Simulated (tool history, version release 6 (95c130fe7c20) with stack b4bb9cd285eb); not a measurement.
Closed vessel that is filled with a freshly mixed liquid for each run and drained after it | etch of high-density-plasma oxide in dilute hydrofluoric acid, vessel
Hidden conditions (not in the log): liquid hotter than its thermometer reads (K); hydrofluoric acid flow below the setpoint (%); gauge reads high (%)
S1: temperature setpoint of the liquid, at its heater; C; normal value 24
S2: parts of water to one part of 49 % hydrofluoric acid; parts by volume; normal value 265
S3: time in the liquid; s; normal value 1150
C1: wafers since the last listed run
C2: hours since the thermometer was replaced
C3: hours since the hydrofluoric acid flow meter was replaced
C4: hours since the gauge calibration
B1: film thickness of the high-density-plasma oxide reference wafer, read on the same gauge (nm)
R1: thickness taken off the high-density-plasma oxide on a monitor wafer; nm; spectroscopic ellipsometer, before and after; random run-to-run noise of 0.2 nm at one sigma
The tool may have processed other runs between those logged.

run    hour    S1   S2    S3    C1      C2      C3      C4     B1     R1
  1       0  21.5  265  1150     0  2123.1   210.4   480.1  50.01  19.24
  2      33  21.5  265  1150  1929  2156.1   243.4   513.1     50  19.14
  3    57.8    24  265  1150  1450  2180.9   268.2   537.9  49.98  20.69
  4   122.1    24  265  1150  3760  2245.2   332.5   602.2  49.99  20.77
  5   179.2    24  265  1150  3339  2302.3   389.6   659.3     50  21.03
  6   225.7    24  265  1150  2719  2348.8   436.1   705.8  49.99  20.86
  7   284.9    24  265  1150  3462    2408   495.3     765  49.99  20.39
  8   323.5    24  205  1150  2257  2446.6   533.9   803.6     50  28.72
  9   359.3    26  345   685  2093  2482.4   569.7   839.4  49.97   9.09
 10     415    24  265  1150  3257  2538.1   625.4   895.1  49.98  20.44
 11   512.4    21  335   770  5696  2635.5   722.8   992.5     50   9.11
 12   543.2    24  200  1150  1801  2666.3   753.6  1023.3  49.99  29.29
 13   599.9    27  265   875  3315    2723   810.3    1080  50.01  16.88
      640.6  -- thermometer replaced
 14   645.7  19.5  350  1805  2620     5.1   856.1  1125.8  49.99  17.23
 15     676    24  265  1605  1772    35.4   886.4  1156.1  50.01  25.46
 16   707.4    24  265  1150  1836    66.8   917.8  1187.5     50  18.48
 17   732.1  21.5  315  1730  1444    91.5   942.5  1212.2  49.99  19.98
 18   762.5    24  265  1150  1777   121.9   972.9  1242.6  49.99  18.39
 19   824.6  19.5  205  1735  3631     184    1035  1304.7     50  32.22
      847.7  -- gauge calibrated
 20   862.2    24  265   765  2198   221.6  1072.6    14.5     50  11.98
 21   896.6    28  145   610  2011     256    1107    48.9  49.99  23.34
        922  -- hydrofluoric acid flow meter replaced
 22   933.5    24  265  1150  2099   292.9    11.5    85.8  50.01   20.4
 23   987.2    22  390   495  3140   346.6    65.2   139.5  50.01   4.91
 24  1029.9    27  340  1150  2497   389.3   107.9   182.2     50  16.25
 25    1080    20  190   825  2929   439.4     158   232.3     50  18.78
 26  1105.5    24  265  1150  1491   464.9   183.5   257.8  49.99  20.51
 27    1143    22  265  1150  2193   502.4     221   295.3     50  18.83
 28  1173.9    20  265  1150  1807   533.3   251.9   326.2  50.01  17.59
 29    1230    24  315   665  3280   589.4     308   382.3  50.01   9.37
 30  1282.1    28  355  1150  3046   641.5   360.1   434.4  50.01  15.57
 31  1333.9    24  265  1150  3029   693.3   411.9   486.2  49.99  19.63

Take each entry between the runs: how does the hidden state at the last listed run before it differ from the hidden state at the first listed run after it?
Run 13 -> run 14: thermometer replaced (hour 640.6)
  liquid hotter than its thermometer reads (K): 2.91 -> 0.316; hydrofluoric acid flow below the setpoint (%): 7.03 -> 7.38
  what was measured, less what the result would be without the hidden state, R1: +0.04 -> -1.6 nm
Run 19 -> run 20: gauge calibrated (hour 847.7)
  liquid hotter than its thermometer reads (K): 0.499 -> 0.537; hydrofluoric acid flow below the setpoint (%): 8.75 -> 9.04
  what was measured, less what the result would be without the hidden state, R1: -3.08 -> -1.28 nm
Run 21 -> run 22: hydrofluoric acid flow meter replaced (hour 922)
  liquid hotter than its thermometer reads (K): 0.572 -> 0.61; hydrofluoric acid flow below the setpoint (%): 9.31 -> 0.305
  what was measured, less what the result would be without the hidden state, R1: -2.34 -> +0.35 nm

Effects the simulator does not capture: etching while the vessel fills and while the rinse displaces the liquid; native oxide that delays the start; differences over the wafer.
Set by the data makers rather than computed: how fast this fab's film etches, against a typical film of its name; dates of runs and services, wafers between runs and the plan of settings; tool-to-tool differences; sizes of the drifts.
